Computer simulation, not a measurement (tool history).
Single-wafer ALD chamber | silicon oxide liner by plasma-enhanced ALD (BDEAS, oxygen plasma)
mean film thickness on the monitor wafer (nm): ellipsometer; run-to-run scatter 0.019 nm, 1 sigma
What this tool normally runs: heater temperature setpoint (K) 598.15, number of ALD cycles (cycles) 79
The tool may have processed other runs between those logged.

run,hour,heater temperature setpoint (K),number of ALD cycles (cycles),"read-back reference wafer on the same gauge, thickness_nm",mean film thickness on the monitor wafer (nm)
1,0,598.15,79,8.335,7.455
2,33.7,598.15,79,8.352,7.48
3,52.8,598.15,79,8.359,7.518
4,68.5,598.15,79,8.359,7.46
5,82.3,598.15,79,8.36,7.507
6,96,588.15,79,8.361,7.604
7,115.3,588.15,79,8.37,7.593
8,129.3,598.15,70,8.367,6.661
9,160.2,598.15,70,8.378,6.639
10,194.6,605.15,79,8.408,7.454
11,207.5,605.15,68,8.404,6.468
# hour 222.8: gauge calibrated
12,236.1,603.15,92,8.309,8.605
13,272,598.15,79,8.299,7.444
14,304.1,588.15,92,8.309,8.774
15,316.1,598.15,79,8.3,7.457
# hour 336.9: thermocouple changed; heater temperature recalibrated
16,341.6,598.15,79,8.313,7.449
17,361.5,611.15,66,8.307,6.142
18,379.6,585.15,79,8.31,7.584
19,413.4,608.15,67,8.32,6.263
20,447,584.15,89,8.327,8.569
21,470.4,610.15,70,8.333,6.526
22,491.7,612.15,87,8.327,8.07
23,523.1,604.15,79,8.326,7.444

Each row is a separate what-if for the run after 23, all from the same tool condition, not one after another. Results?
A,523.6,584.15,79,?,?
B,523.6,607.15,88,?,?
C,523.6,598.15,65,?,?

run,"read-back reference wafer on the same gauge, thickness_nm",mean film thickness on the monitor wafer (nm)
A,8.347,7.626
B,8.347,8.25
C,8.347,6.165
Without the tool's hidden state the same runs would have given:
run,mean film thickness on the monitor wafer (nm)
A,7.583
B,8.204
C,6.13
